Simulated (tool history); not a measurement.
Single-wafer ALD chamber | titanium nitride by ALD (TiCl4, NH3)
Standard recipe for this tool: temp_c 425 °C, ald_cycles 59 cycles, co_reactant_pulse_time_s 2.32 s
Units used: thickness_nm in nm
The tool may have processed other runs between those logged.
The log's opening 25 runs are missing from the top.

| run | hour | temp_c | ald_cycles | co_reactant_pulse_time_s | wafers since the last listed run | hours since the last thermocouple change | hours since the showerhead was replaced | hours since the gauge calibration | read-back reference wafer on the same gauge, thickness_nm | thickness_nm |
|---|---|---|---|---|---|---|---|---|---|---|
| 26 | 1645.1 | 421 | 51 | 1.55 | 426 | 173.3 | 604.2 | 1270.3 | 1.244 | 1.181 |
| 27 | 1731 | 425 | 59 | 2.32 | 341 | 259.2 | 690.1 | 1356.2 | 1.245 | 1.391 |
| 28 | 1769.1 | 430 | 52 | 1.94 | 151 | 297.3 | 728.2 | 1394.3 | 1.245 | 1.213 |
| 29 | 1826.2 | 425 | 59 | 2.7 | 226 | 354.4 | 785.3 | 1451.4 | 1.246 | 1.403 |
|  | 1918.8 | gauge calibrated |
| 30 | 1924.2 | 430 | 49 | 1.45 | 389 | 452.4 | 883.3 | 5.4 | 1.199 | 1.095 |
| 31 | 1965.9 | 425 | 68 | 2.32 | 165 | 494.1 | 925 | 47.1 | 1.202 | 1.553 |
| 32 | 2007.6 | 436 | 59 | 2.32 | 165 | 535.8 | 966.7 | 88.8 | 1.206 | 1.349 |
| 33 | 2084.7 | 411 | 59 | 1.93 | 306 | 612.9 | 1043.8 | 165.9 | 1.211 | 1.336 |
| 34 | 2158.5 | 434 | 59 | 2.32 | 293 | 686.7 | 1117.6 | 239.7 | 1.217 | 1.362 |
| 35 | 2255.3 | 425 | 68 | 2.84 | 384 | 783.5 | 1214.4 | 336.5 | 1.222 | 1.583 |
| 36 | 2335.6 | 417 | 69 | 2.81 | 319 | 863.8 | 1294.7 | 416.8 | 1.225 | 1.605 |
| 37 | 2439.4 | 410 | 63 | 1.88 | 412 | 967.6 | 1398.5 | 520.6 | 1.23 | 1.445 |
| 38 | 2478.1 | 425 | 59 | 2.32 | 153 | 1006.3 | 1437.2 | 559.3 | 1.23 | 1.367 |
| 39 | 2574.4 | 432 | 56 | 2.32 | 382 | 1102.6 | 1533.5 | 655.6 | 1.233 | 1.303 |

Below are 5 alternative next runs, each starting from the tool's condition after run 39. Predict each:
| A | 2574.9 | 425 | 59 | 2.32 | 1 | 1103.1 | 1534 | 656.1 | ? | ? |
| B | 2574.9 | 425 | 51 | 2.32 | 1 | 1103.1 | 1534 | 656.1 | ? | ? |
| C | 2574.9 | 425 | 69 | 2.32 | 1 | 1103.1 | 1534 | 656.1 | ? | ? |
| D | 2574.9 | 425 | 56 | 2.56 | 1 | 1103.1 | 1534 | 656.1 | ? | ? |
| E | 2574.9 | 413 | 65 | 2.32 | 1 | 1103.1 | 1534 | 656.1 | ? | ? |

| run | read-back reference wafer on the same gauge, thickness_nm | thickness_nm |
|---|---|---|
| A | 1.233 | 1.377 |
| B | 1.233 | 1.19 |
| C | 1.233 | 1.61 |
| D | 1.233 | 1.311 |
| E | 1.233 | 1.512 |
With no hidden state in the tool, these same runs would have given:
| run | thickness_nm |
|---|---|
| A | 1.34 |
| B | 1.159 |
| C | 1.568 |
| D | 1.276 |
| E | 1.472 |
